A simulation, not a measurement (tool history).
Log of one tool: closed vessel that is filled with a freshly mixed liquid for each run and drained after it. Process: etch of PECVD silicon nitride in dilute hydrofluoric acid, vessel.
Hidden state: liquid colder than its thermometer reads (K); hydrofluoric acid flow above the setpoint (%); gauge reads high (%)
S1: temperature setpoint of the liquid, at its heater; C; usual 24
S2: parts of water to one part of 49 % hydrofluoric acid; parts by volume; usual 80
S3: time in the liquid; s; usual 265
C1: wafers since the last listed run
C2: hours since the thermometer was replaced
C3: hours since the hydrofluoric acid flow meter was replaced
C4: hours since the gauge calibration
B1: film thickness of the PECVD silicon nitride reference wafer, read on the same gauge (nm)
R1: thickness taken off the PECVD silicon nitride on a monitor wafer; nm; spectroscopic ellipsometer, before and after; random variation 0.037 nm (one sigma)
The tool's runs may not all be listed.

| run | hour | S1 | S2 | S3 | C1 | C2 | C3 | C4 | B1 | R1 |
|---|---|---|---|---|---|---|---|---|---|---|
| 1 | 0 | 24 | 80 | 265 | 0 | 802.3 | 1645.3 | 101.1 | 80.01 | 7.04 |
| 2 | 13.1 | 24 | 80 | 265 | 881 | 815.4 | 1658.4 | 114.2 | 80.02 | 7.04 |
| 3 | 36.7 | 24 | 80 | 265 | 1587 | 839 | 1682 | 137.8 | 79.98 | 7.09 |
| 4 | 69.3 | 24 | 80 | 165 | 2193 | 871.6 | 1714.6 | 170.4 | 79.99 | 4.48 |
| 5 | 82.5 | 24 | 80 | 165 | 887 | 884.8 | 1727.8 | 183.6 | 80 | 4.43 |
| 6 | 114.9 | 24 | 80 | 165 | 2179 | 917.2 | 1760.2 | 216 | 80.02 | 4.45 |
| 7 | 127.4 | 24 | 80 | 265 | 840 | 929.7 | 1772.7 | 228.5 | 79.99 | 7.16 |
| 8 | 160.7 | 24 | 80 | 265 | 2240 | 963 | 1806 | 261.8 | 79.99 | 7.14 |
| 9 | 174.7 | 24 | 80 | 265 | 941 | 977 | 1820 | 275.8 | 79.99 | 7.16 |
| 10 | 203.9 | 24 | 80 | 265 | 1964 | 1006.2 | 1849.2 | 305 | 80 | 7.12 |
| 11 | 238.6 | 27 | 95 | 205 | 2334 | 1040.9 | 1883.9 | 339.7 | 80 | 5.71 |
|  | 249.2 | thermometer replaced |
|  | 251 | hydrofluoric acid flow meter replaced |
|  | 251.9 | gauge calibrated |
| 12 | 252.4 | 24 | 80 | 265 | 793 | 3.2 | 1.4 | 0.5 | 80.01 | 7.55 |
| 13 | 267.9 | 24 | 55 | 265 | 1042 | 18.7 | 16.9 | 16 | 80.01 | 10.97 |
| 14 | 288.2 | 20 | 55 | 265 | 1365 | 39 | 37.2 | 36.3 | 80 | 8.3 |
| 15 | 319.6 | 20 | 110 | 365 | 2112 | 70.4 | 68.6 | 67.7 | 80 | 5.83 |
| 16 | 335.2 | 21.5 | 105 | 265 | 1049 | 86 | 84.2 | 83.3 | 80.02 | 4.93 |
|  | 350.9 | hydrofluoric acid flow meter replaced, repeated, since the last time left the tool worse |
| 17 | 356.6 | 22 | 55 | 150 | 1372 | 107.4 | 5.7 | 104.7 | 80 | 4.68 |
| 18 | 374.9 | 24 | 80 | 370 | 1231 | 125.7 | 24 | 123 | 79.99 | 9.22 |
| 19 | 400.7 | 21.5 | 80 | 185 | 1735 | 151.5 | 49.8 | 148.8 | 79.99 | 3.92 |
| 20 | 414 | 24 | 65 | 265 | 894 | 164.8 | 63.1 | 162.1 | 80 | 8.14 |
| 21 | 429 | 24 | 80 | 265 | 1009 | 179.8 | 78.1 | 177.1 | 80.02 | 6.62 |

Forecast each of these 3 alternatives for the next run:
| A | 429.7 | 24 | 80 | 265 | 47 | 180.5 | 78.8 | 177.8 | ? | ? |
| B | 429.7 | 26.5 | 80 | 220 | 47 | 180.5 | 78.8 | 177.8 | ? | ? |
| C | 429.7 | 28 | 60 | 175 | 47 | 180.5 | 78.8 | 177.8 | ? | ? |

| run | B1 | R1 |
|---|---|---|
| A | 80.01 | 6.56 |
| B | 80.01 | 6.42 |
| C | 80.01 | 7.49 |
Without the tool's hidden state the same runs would have given:
| run | R1 |
|---|---|
| A | 6.54 |
| B | 6.4 |
| C | 7.46 |
